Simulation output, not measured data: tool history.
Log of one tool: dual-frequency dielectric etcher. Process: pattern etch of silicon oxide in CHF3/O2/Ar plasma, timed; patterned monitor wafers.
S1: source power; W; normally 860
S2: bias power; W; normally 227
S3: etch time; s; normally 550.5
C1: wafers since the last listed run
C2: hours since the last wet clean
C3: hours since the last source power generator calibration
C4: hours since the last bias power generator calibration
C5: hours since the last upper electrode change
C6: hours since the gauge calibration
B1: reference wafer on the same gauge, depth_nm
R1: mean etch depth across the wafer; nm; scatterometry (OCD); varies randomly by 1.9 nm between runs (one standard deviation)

| run | hour | S1 | S2 | S3 | C1 | C2 | C3 | C4 | C5 | C6 | B1 | R1 |
|---|---|---|---|---|---|---|---|---|---|---|---|---|
| 1 | 0 | 860 | 227 | 550.5 | 0 | 497.2 | 4399.1 | 3363.5 | 2763.4 | 135.2 | 1459.6 | 1251.1 |
| 2 | 13.5 | 860 | 227 | 550.5 | 38 | 510.7 | 4412.6 | 3377 | 2776.9 | 148.7 | 1460.8 | 1251.5 |
| 3 | 22.8 | 730 | 227 | 550.5 | 26 | 520 | 4421.9 | 3386.3 | 2786.2 | 158 | 1460 | 1159.6 |
| 4 | 35.1 | 730 | 227 | 550.5 | 34 | 532.3 | 4434.2 | 3398.6 | 2798.5 | 170.3 | 1460.4 | 1158.8 |
| 5 | 46.6 | 980 | 227 | 488 | 32 | 543.8 | 4445.7 | 3410.1 | 2810 | 181.8 | 1460.1 | 1173.3 |
| 6 | 53.9 | 1010 | 227 | 651.5 | 20 | 551.1 | 4453 | 3417.4 | 2817.3 | 189.1 | 1460 | 1590.2 |
| 7 | 67.6 | 1010 | 227 | 651.5 | 38 | 564.8 | 4466.7 | 3431.1 | 2831 | 202.8 | 1460.2 | 1589.2 |
|  | 74.3 | gauge calibrated |
| 8 | 83.1 | 1010 | 227 | 651.5 | 43 | 580.3 | 4482.2 | 3446.6 | 2846.5 | 8.8 | 1459.8 | 1586.6 |
|  | 147.6 | wet clean of the chamber |
| 9 | 148.1 | 860 | 198 | 550.5 | 115 | 0.5 | 4547.2 | 3511.6 | 2911.5 | 73.8 | 1460.4 | 1216.9 |
| 10 | 148.6 | 860 | 227 | 550.5 | 1 | 1 | 4547.7 | 3512.1 | 2912 | 74.3 | 1460 | 1263.9 |
| 11 | 161.5 | 860 | 227 | 550.5 | 36 | 13.9 | 4560.6 | 3525 | 2924.9 | 87.2 | 1460 | 1267.8 |
|  | 175.3 | source power generator calibrated |
| 12 | 176.2 | 860 | 227 | 550.5 | 30 | 28.6 | 0.9 | 3539.7 | 2939.6 | 101.9 | 1460.4 | 1264.6 |
| 13 | 193.3 | 860 | 227 | 550.5 | 48 | 45.7 | 18 | 3556.8 | 2956.7 | 119 | 1460.1 | 1267.4 |
| 14 | 201.7 | 1040 | 197 | 550.5 | 23 | 54.1 | 26.4 | 3565.2 | 2965.1 | 127.4 | 1460.2 | 1322 |
| 15 | 208.1 | 1000 | 227 | 643 | 18 | 60.5 | 32.8 | 3571.6 | 2971.5 | 133.8 | 1459.4 | 1577.9 |
|  | 219 | bias power generator calibrated |
| 16 | 219.5 | 1010 | 265 | 482.5 | 20 | 71.9 | 44.2 | 0.5 | 2982.9 | 145.2 | 1459.6 | 1244.3 |
| 17 | 233.5 | 990 | 227 | 550.5 | 39 | 85.9 | 58.2 | 14.5 | 2996.9 | 159.2 | 1459.8 | 1349.3 |
| 18 | 244.3 | 670 | 241 | 679 | 30 | 96.7 | 69 | 25.3 | 3007.7 | 170 | 1460.2 | 1416.5 |
|  | 282.3 | upper electrode replaced |
| 19 | 282.8 | 1010 | 227 | 550.5 | 40 | 135.2 | 107.5 | 63.8 | 0.5 | 208.5 | 1460.1 | 1362.1 |
| 20 | 283.3 | 860 | 227 | 493.5 | 1 | 135.7 | 108 | 64.3 | 1 | 209 | 1459.1 | 1130.4 |
| 21 | 290 | 1040 | 181 | 592 | 18 | 142.4 | 114.7 | 71 | 7.7 | 215.7 | 1459.9 | 1385 |
|  | 297.7 | gauge calibrated |
| 22 | 335.2 | 1040 | 227 | 550.5 | 127 | 187.6 | 159.9 | 116.2 | 52.9 | 37.5 | 1459.8 | 1376.2 |
| 23 | 345.1 | 860 | 227 | 550.5 | 27 | 197.5 | 169.8 | 126.1 | 62.8 | 47.4 | 1459.9 | 1258.6 |
| 24 | 353.5 | 920 | 207 | 486 | 23 | 205.9 | 178.2 | 134.5 | 71.2 | 55.8 | 1460.3 | 1115.3 |
| 25 | 366.5 | 860 | 227 | 550.5 | 36 | 218.9 | 191.2 | 147.5 | 84.2 | 68.8 | 1459.5 | 1258.9 |
| 26 | 374.3 | 860 | 283 | 550.5 | 21 | 226.7 | 199 | 155.3 | 92 | 76.6 | 1459.9 | 1349.4 |

Predict each of these 5 candidate next runs independently; none follows another, all start after run 26:
| A | 374.9 | 860 | 227 | 550.5 | 1 | 227.3 | 199.6 | 155.9 | 92.6 | 77.2 | ? | ? |
| B | 374.9 | 740 | 210 | 627 | 1 | 227.3 | 199.6 | 155.9 | 92.6 | 77.2 | ? | ? |
| C | 374.9 | 740 | 227 | 550.5 | 1 | 227.3 | 199.6 | 155.9 | 92.6 | 77.2 | ? | ? |
| D | 374.9 | 710 | 227 | 550.5 | 1 | 227.3 | 199.6 | 155.9 | 92.6 | 77.2 | ? | ? |
| E | 374.9 | 860 | 278 | 550.5 | 1 | 227.3 | 199.6 | 155.9 | 92.6 | 77.2 | ? | ? |

| run | B1 | R1 |
|---|---|---|
| A | 1460.2 | 1261.6 |
| B | 1460.2 | 1310.3 |
| C | 1460.2 | 1177.5 |
| D | 1460.2 | 1154.9 |
| E | 1460.2 | 1342.7 |
Without the tool's hidden state the same runs would have given:
| run | R1 |
|---|---|
| A | 1268.3 |
| B | 1317.2 |
| C | 1183.7 |
| D | 1161.1 |
| E | 1349.9 |
